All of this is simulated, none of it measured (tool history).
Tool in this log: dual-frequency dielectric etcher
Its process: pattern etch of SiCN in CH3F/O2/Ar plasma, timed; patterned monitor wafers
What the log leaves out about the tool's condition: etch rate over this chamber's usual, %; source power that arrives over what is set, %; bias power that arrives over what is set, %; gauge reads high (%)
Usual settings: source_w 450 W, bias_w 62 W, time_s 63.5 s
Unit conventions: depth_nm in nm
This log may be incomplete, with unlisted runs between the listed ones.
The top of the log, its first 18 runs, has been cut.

run   hour  source_w  bias_w  time_s  wafers since the last listed run  hours since the last wet clean  hours since the last source power generator calibration  hours since the last bias power generator calibration  hours since the last upper electrode change  hours since the gauge calibration  read-back reference wafer on the same gauge, depth_nm  depth_nm
 19  579.9       450      62    63.5                               270                           244.4                                                   3474.9                                                   89.1                                        298.8                              174.7                                                  27.48     24.09
     601.5  -- source power generator calibrated
 20    602       450      62    71.5                               225                           266.5                                                      0.5                                                  111.2                                        320.9                              196.8                                                   27.5     27.08
 21  633.8       450      62      73                               396                           298.3                                                     32.3                                                    143                                        352.7                              228.6                                                   27.5     27.77
 22  656.5       450      62    63.5                               282                             321                                                       55                                                  165.7                                        375.4                              251.3                                                  27.51     24.09
 23  671.7       450      49      48                               189                           336.2                                                     70.2                                                  180.9                                        390.6                              266.5                                                  27.49     16.45
     726.6  -- wet clean of the chamber
 24  727.1       450      62    63.5                               391                             0.5                                                    125.6                                                  236.3                                          446                              321.9                                                  27.49     24.34
 25  727.4       370      54    63.5                                 3                             0.8                                                    125.9                                                  236.6                                        446.3                              322.2                                                  27.51     21.98
 26  734.9       450      62    63.5                                93                             8.3                                                    133.4                                                  244.1                                        453.8                              329.7                                                   27.5     24.37
 27  829.7       480      56    75.5                              1180                           103.1                                                    228.2                                                  338.9                                        548.6                              424.5                                                   27.5     28.04

The next listed run, before its measurement:
 28   846       450      62    63.5                               202                           119.4                                                    244.5                                                  355.2                                        564.9                              440.8                                                      ?         ?

read-back reference wafer on the same gauge, depth_nm: 27.49
depth_nm: 24.2 nm
Without the tool's hidden state the same run would have given depth_nm 24.32 nm.

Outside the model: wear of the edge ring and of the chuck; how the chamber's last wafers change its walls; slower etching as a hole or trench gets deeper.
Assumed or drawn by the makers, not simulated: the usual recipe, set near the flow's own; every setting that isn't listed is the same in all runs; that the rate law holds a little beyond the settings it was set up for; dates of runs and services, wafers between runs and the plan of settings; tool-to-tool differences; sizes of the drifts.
